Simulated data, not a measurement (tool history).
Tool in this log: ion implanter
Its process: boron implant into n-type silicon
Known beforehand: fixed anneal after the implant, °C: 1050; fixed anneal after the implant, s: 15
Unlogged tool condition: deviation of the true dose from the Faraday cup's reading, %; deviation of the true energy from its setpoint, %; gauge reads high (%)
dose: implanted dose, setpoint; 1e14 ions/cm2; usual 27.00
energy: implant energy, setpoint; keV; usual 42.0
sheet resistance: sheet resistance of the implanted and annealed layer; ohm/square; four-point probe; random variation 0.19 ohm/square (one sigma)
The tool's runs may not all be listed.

run	day	dose	energy	wafers since the last listed run	hours since the last dose calibration	hours since the extraction supply was calibrated	hours since the gauge calibration	read-back reference wafer on the same gauge, sheet resistance	sheet resistance
1	0.000	21.05	42.0	0	491.2	4317.3	208.3	49.20	57.13
2	1.858	21.05	42.0	791	535.8	4361.9	252.9	49.22	57.08
3	4.725	21.05	42.0	1221	604.6	4430.7	321.7	49.20	57.27
4	5.825	27.00	48.0	468	631.0	4457.1	348.1	49.19	46.42
5	7.958	27.00	42.0	909	682.2	4508.3	399.3	49.21	47.10
6	10.138	27.00	42.0	928	734.5	4560.6	451.6	49.18	47.21
7	12.588	27.00	42.0	1043	793.3	4619.4	510.4	49.21	47.04
8	13.854	27.00	51.0	539	823.7	4649.8	540.8	49.16	45.87
9	14.862	27.00	51.0	429	847.9	4674.0	565.0	49.21	45.57
10	16.392	27.00	49.5	651	884.6	4710.7	601.7	49.25	46.14
11	22.804	27.00	42.0	2732	1038.5	4864.6	755.6	49.24	47.49
12	24.333	27.00	42.0	651	1075.2	4901.3	792.3	49.20	46.73
13	26.542	31.30	31.0	940	1128.2	4954.3	845.3	49.17	44.89
# day 27.775: extraction supply calibrated
14	28.012	24.48	53.0	484	1163.5	5.7	880.6	49.20	49.39
# day 28.717: Faraday cup replaced and dose calibrated
15	29.304	27.00	42.0	408	14.1	36.7	911.6	49.20	47.13
# day 30.338: gauge calibrated
16	32.296	34.14	52.0	1274	85.9	108.5	47.0	49.17	38.78
17	34.654	27.00	51.0	1004	142.5	165.1	103.6	49.19	45.98
18	40.662	27.00	42.0	2560	286.7	309.3	247.8	49.18	47.03
19	42.333	22.11	28.0	711	326.8	349.4	287.9	49.24	57.56
20	43.662	30.21	42.0	566	358.7	381.3	319.8	49.18	43.44
21	50.238	24.59	47.5	2801	516.5	539.1	477.6	49.23	49.46
22	52.242	31.30	31.0	853	564.6	587.2	525.7	49.22	45.22
23	54.738	27.00	42.0	1063	624.5	647.1	585.6	49.20	46.79
24	56.588	29.33	33.5	788	668.9	691.5	630.0	49.20	46.42
25	58.338	30.38	35.5	745	710.9	733.5	672.0	49.17	44.84

5 ways to go on from here, each from the tool as it stands after run 25. What would each give?
A	58.354	27.00	42.0	7	711.3	733.9	672.4	?	?
B	58.354	19.78	32.0	7	711.3	733.9	672.4	?	?
C	58.354	33.97	52.5	7	711.3	733.9	672.4	?	?
D	58.354	19.31	42.0	7	711.3	733.9	672.4	?	?
E	58.354	22.14	35.0	7	711.3	733.9	672.4	?	?

run	read-back reference wafer on the same gauge, sheet resistance	sheet resistance
A	49.19	46.94
B	49.19	61.69
C	49.19	38.78
D	49.19	61.34
E	49.19	55.82
With no hidden state in the tool, these same runs would have given:
run	sheet resistance
A	46.94
B	61.69
C	38.78
D	61.34
E	55.82

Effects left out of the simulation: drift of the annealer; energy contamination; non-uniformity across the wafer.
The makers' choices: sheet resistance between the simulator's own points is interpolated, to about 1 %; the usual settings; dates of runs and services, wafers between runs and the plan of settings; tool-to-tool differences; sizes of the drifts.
